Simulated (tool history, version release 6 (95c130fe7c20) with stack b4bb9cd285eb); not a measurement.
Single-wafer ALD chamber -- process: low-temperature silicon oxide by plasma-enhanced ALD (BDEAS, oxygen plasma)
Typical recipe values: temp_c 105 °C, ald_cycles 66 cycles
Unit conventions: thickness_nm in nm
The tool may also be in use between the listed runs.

| run | day | temp_c | ald_cycles | wafers since the last listed run | hours since the last thermocouple change | hours since the gauge calibration | read-back reference wafer on the same gauge, thickness_nm | thickness_nm |
|---|---|---|---|---|---|---|---|---|
| 1 | 0 | 93 | 66 | 0 | 600 | 1681.9 | 10.966 | 10.095 |
| 2 | 4.2 | 93 | 66 | 294 | 700.8 | 1782.7 | 10.971 | 10.089 |
| 3 | 7.567 | 93 | 66 | 236 | 781.6 | 1863.5 | 10.968 | 10.152 |
| 4 | 11.558 | 105 | 66 | 279 | 877.4 | 1959.3 | 10.976 | 9.654 |
| 5 | 13.146 | 102 | 73 | 111 | 915.5 | 1997.4 | 10.971 | 10.775 |
| 6 | 15.562 | 105 | 66 | 169 | 973.5 | 2055.4 | 10.964 | 9.664 |
| 7 | 18.846 | 105 | 66 | 230 | 1052.3 | 2134.2 | 10.974 | 9.702 |
| 8 | 21.417 | 105 | 66 | 180 | 1114 | 2195.9 | 10.958 | 9.698 |
| 9 | 24.042 | 105 | 66 | 184 | 1177 | 2258.9 | 10.981 | 9.699 |
| 10 | 26.383 | 105 | 66 | 164 | 1233.2 | 2315.1 | 10.973 | 9.702 |
|  | 29.592 | thermocouple changed; heater temperature recalibrated |
| 11 | 29.783 | 105 | 59 | 215 | 4.6 | 2396.7 | 10.975 | 8.672 |
| 12 | 31.946 | 105 | 59 | 151 | 56.5 | 2448.6 | 10.971 | 8.625 |
| 13 | 35.708 | 105 | 66 | 263 | 146.8 | 2538.9 | 10.982 | 9.704 |
| 14 | 39.304 | 105 | 66 | 252 | 233.1 | 2625.2 | 10.963 | 9.727 |
| 15 | 43.283 | 105 | 66 | 279 | 328.6 | 2720.7 | 10.975 | 9.67 |
| 16 | 46.529 | 105 | 72 | 227 | 406.5 | 2798.6 | 10.973 | 10.544 |
| 17 | 49.558 | 105 | 66 | 212 | 479.2 | 2871.3 | 10.975 | 9.702 |
| 18 | 52.379 | 98 | 70 | 197 | 546.9 | 2939 | 10.973 | 10.578 |
| 19 | 54.35 | 98 | 70 | 138 | 594.2 | 2986.3 | 10.979 | 10.536 |
| 20 | 56.662 | 105 | 66 | 162 | 649.7 | 3041.8 | 10.968 | 9.677 |
| 21 | 58.379 | 105 | 66 | 120 | 690.9 | 3083 | 10.955 | 9.674 |
|  | 59.738 | gauge calibrated |
| 22 | 61.425 | 98 | 70 | 213 | 764 | 40.5 | 10.963 | 10.403 |
| 23 | 63.233 | 99 | 66 | 126 | 807.4 | 83.9 | 10.963 | 9.884 |
| 24 | 64.975 | 110 | 66 | 122 | 849.2 | 125.7 | 10.951 | 9.683 |
| 25 | 67.967 | 113 | 66 | 209 | 921 | 197.5 | 10.965 | 9.619 |
| 26 | 69.483 | 115 | 73 | 106 | 957.4 | 233.9 | 10.967 | 10.519 |
| 27 | 72.762 | 111 | 72 | 229 | 1036.1 | 312.6 | 10.97 | 10.484 |
| 28 | 75.812 | 105 | 66 | 213 | 1109.3 | 385.8 | 10.963 | 9.707 |
| 29 | 78.338 | 99 | 58 | 177 | 1169.9 | 446.4 | 10.962 | 8.693 |
|  | 80.012 | thermocouple changed; heater temperature recalibrated |
| 30 | 91.479 | 94 | 61 | 898 | 275.2 | 761.8 | 10.987 | 9.241 |
| 31 | 96.479 | 105 | 54 | 350 | 395.2 | 881.8 | 10.955 | 7.962 |
| 32 | 102.45 | 105 | 71 | 418 | 538.5 | 1025.1 | 10.978 | 10.55 |
| 33 | 104.488 | 105 | 66 | 142 | 587.4 | 1074 | 10.972 | 9.811 |
| 34 | 108.417 | 93 | 66 | 275 | 681.7 | 1168.3 | 10.978 | 10.101 |
| 35 | 112.546 | 105 | 57 | 289 | 780.8 | 1267.4 | 10.962 | 8.411 |
| 36 | 116.858 | 105 | 66 | 302 | 884.3 | 1370.9 | 10.959 | 9.617 |
| 37 | 119.658 | 115 | 60 | 196 | 951.5 | 1438.1 | 10.982 | 8.675 |
| 38 | 123.421 | 113 | 70 | 263 | 1041.8 | 1528.4 | 10.97 | 10.177 |
| 39 | 127.496 | 105 | 66 | 285 | 1139.6 | 1626.2 | 10.966 | 9.702 |
| 40 | 130.812 | 92 | 61 | 232 | 1219.2 | 1705.8 | 10.975 | 9.355 |
|  | 132.729 | thermocouple changed; heater temperature recalibrated |
| 41 | 132.75 | 93 | 66 | 112 | 0.5 | 1752.3 | 10.982 | 10.045 |
| 42 | 145.096 | 112 | 73 | 865 | 296.8 | 2048.6 | 10.985 | 10.588 |

5 options for the next run, each taken on its own from the tool as it stands now. Forecast them:
| A | 145.117 | 91 | 66 | 1 | 297.3 | 2049.1 | ? | ? |
| B | 145.117 | 116 | 66 | 1 | 297.3 | 2049.1 | ? | ? |
| C | 145.117 | 91 | 60 | 1 | 297.3 | 2049.1 | ? | ? |
| D | 145.117 | 90 | 66 | 1 | 297.3 | 2049.1 | ? | ? |
| E | 145.117 | 111 | 79 | 1 | 297.3 | 2049.1 | ? | ? |

| run | read-back reference wafer on the same gauge, thickness_nm | thickness_nm |
|---|---|---|
| A | 10.985 | 10.123 |
| B | 10.985 | 9.429 |
| C | 10.985 | 9.203 |
| D | 10.985 | 10.163 |
| E | 10.985 | 11.406 |
With no hidden state in the tool, these same runs would have given:
| run | thickness_nm |
|---|---|
| A | 10.123 |
| B | 9.429 |
| C | 9.203 |
| D | 10.163 |
| E | 11.406 |
